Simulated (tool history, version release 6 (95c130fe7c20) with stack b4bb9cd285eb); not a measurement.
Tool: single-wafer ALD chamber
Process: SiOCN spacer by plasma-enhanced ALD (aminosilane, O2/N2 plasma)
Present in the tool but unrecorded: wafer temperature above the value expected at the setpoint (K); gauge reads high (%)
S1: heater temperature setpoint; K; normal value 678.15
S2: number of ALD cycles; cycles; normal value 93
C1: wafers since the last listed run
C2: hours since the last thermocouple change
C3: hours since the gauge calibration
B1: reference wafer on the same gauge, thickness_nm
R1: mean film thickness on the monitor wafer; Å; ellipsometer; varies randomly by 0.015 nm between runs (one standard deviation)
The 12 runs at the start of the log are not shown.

Run 13, hour 779.2: usual settings but S2 101 cycles; C1 190; C2 951.1; C3 1333.4; B1 6.567. Result: R1 65.99 Å.
Run 14, hour 844.9: usual settings; C1 154; C2 1016.8; C3 1399.1; B1 6.574. Result: R1 60.79 Å.
Run 15, hour 913.9: usual settings but S1 684.15 K; C1 162; C2 1085.8; C3 1468.1; B1 6.571. Result: R1 59.59 Å.
Run 16, hour 1075.5: usual settings but S1 684.15 K; C1 380; C2 1247.4; C3 1629.7; B1 6.571. Result: R1 59.96 Å.
Run 17, hour 1160.7: usual settings but S1 684.15 K; C1 200; C2 1332.6; C3 1714.9; B1 6.573. Result: R1 59.79 Å.
Run 18, hour 1220.8: usual settings; C1 141; C2 1392.7; C3 1775.0; B1 6.574. Result: R1 60.90 Å.
Run 19, hour 1273.3: usual settings but S2 82 cycles; C1 123; C2 1445.2; C3 1827.5; B1 6.570. Result: R1 53.62 Å.
Run 20, hour 1351.7: usual settings but S1 689.15 K; C1 184; C2 1523.6; C3 1905.9; B1 6.568. Result: R1 58.57 Å.
Run 21, hour 1409.1: usual settings but S1 691.15 K, S2 104 cycles; C1 135; C2 1581.0; C3 1963.3; B1 6.573. Result: R1 65.01 Å.
Run 22, hour 1455.6: usual settings but S1 692.15 K, S2 82 cycles; C1 109; C2 1627.5; C3 2009.8; B1 6.566. Result: R1 51.50 Å.
Run 23, hour 1556.5: usual settings but S1 687.15 K, S2 100 cycles; C1 237; C2 1728.4; C3 2110.7; B1 6.572. Result: R1 63.81 Å.
Run 24, hour 1659.0: usual settings; C1 241; C2 1830.9; C3 2213.2; B1 6.565. Result: R1 61.10 Å.
At hour 1669.0: gauge calibrated.
Run 25, hour 1727.2: usual settings but S1 664.15 K, S2 86 cycles; C1 160; C2 1899.1; C3 58.2; B1 6.569. Result: R1 56.61 Å.
Run 26, hour 1763.8: usual settings but S1 668.15 K, S2 99 cycles; C1 86; C2 1935.7; C3 94.8; B1 6.563. Result: R1 64.65 Å.
Run 27, hour 1838.5: usual settings but S1 665.15 K, S2 103 cycles; C1 175; C2 2010.4; C3 169.5; B1 6.569. Result: R1 67.08 Å.
Run 28, hour 1912.0: usual settings but S2 77 cycles; C1 173; C2 2083.9; C3 243.0; B1 6.572. Result: R1 50.30 Å.
Run 29, hour 1960.1: usual settings but S1 673.15 K, S2 107 cycles; C1 113; C2 2132.0; C3 291.1; B1 6.569. Result: R1 70.02 Å.
At hour 1994.9: thermocouple changed; heater temperature recalibrated.
Run 30, hour 2022.1: usual settings but S1 687.15 K; C1 127; C2 27.2; C3 353.1; B1 6.572. Result: R1 57.94 Å.
Run 31, hour 2276.7: usual settings but S1 691.15 K; C1 599; C2 281.8; C3 607.7; B1 6.570. Result: R1 57.94 Å.
Run 32, hour 2325.5: usual settings but S1 663.15 K; C1 114; C2 330.6; C3 656.5; B1 6.565. Result: R1 61.22 Å.
Run 33, hour 2421.7: usual settings; C1 226; C2 426.8; C3 752.7; B1 6.566. Result: R1 60.48 Å.
Run 34, hour 2486.4: usual settings but S1 687.15 K, S2 86 cycles; C1 152; C2 491.5; C3 817.4; B1 6.566. Result: R1 54.40 Å.
Run 35, hour 2525.4: usual settings; C1 91; C2 530.5; C3 856.4; B1 6.569. Result: R1 60.29 Å.
Run 36, hour 2571.5: usual settings but S1 664.15 K, S2 103 cycles; C1 108; C2 576.6; C3 902.5; B1 6.570. Result: R1 67.18 Å.
Run 37, hour 2632.7: usual settings but S1 669.15 K; C1 144; C2 637.8; C3 963.7; B1 6.568. Result: R1 60.77 Å.

4 options for the next run, each taken on its own from the tool as it stands now. Forecast them:
Run A, hour 2633.3: usual settings but S2 86 cycles; C1 1; C2 638.4; C3 964.3; B1 ?. Result: R1 ?.
Run B, hour 2633.3: usual settings but S1 670.15 K, S2 76 cycles; C1 1; C2 638.4; C3 964.3; B1 ?. Result: R1 ?.
Run C, hour 2633.3: usual settings but S1 685.15 K, S2 105 cycles; C1 1; C2 638.4; C3 964.3; B1 ?. Result: R1 ?.
Run D, hour 2633.3: usual settings but S1 689.15 K, S2 104 cycles; C1 1; C2 638.4; C3 964.3; B1 ?. Result: R1 ?.

run     B1     R1
  A  6.568  55.93
  B  6.568  49.72
  C  6.568  66.79
  D  6.568  65.31
Take away the tool's hidden state, keep each run's random variation, and the runs would have read:
run     R1
  A  55.42
  B  49.72
  C  66.18
  D  64.70
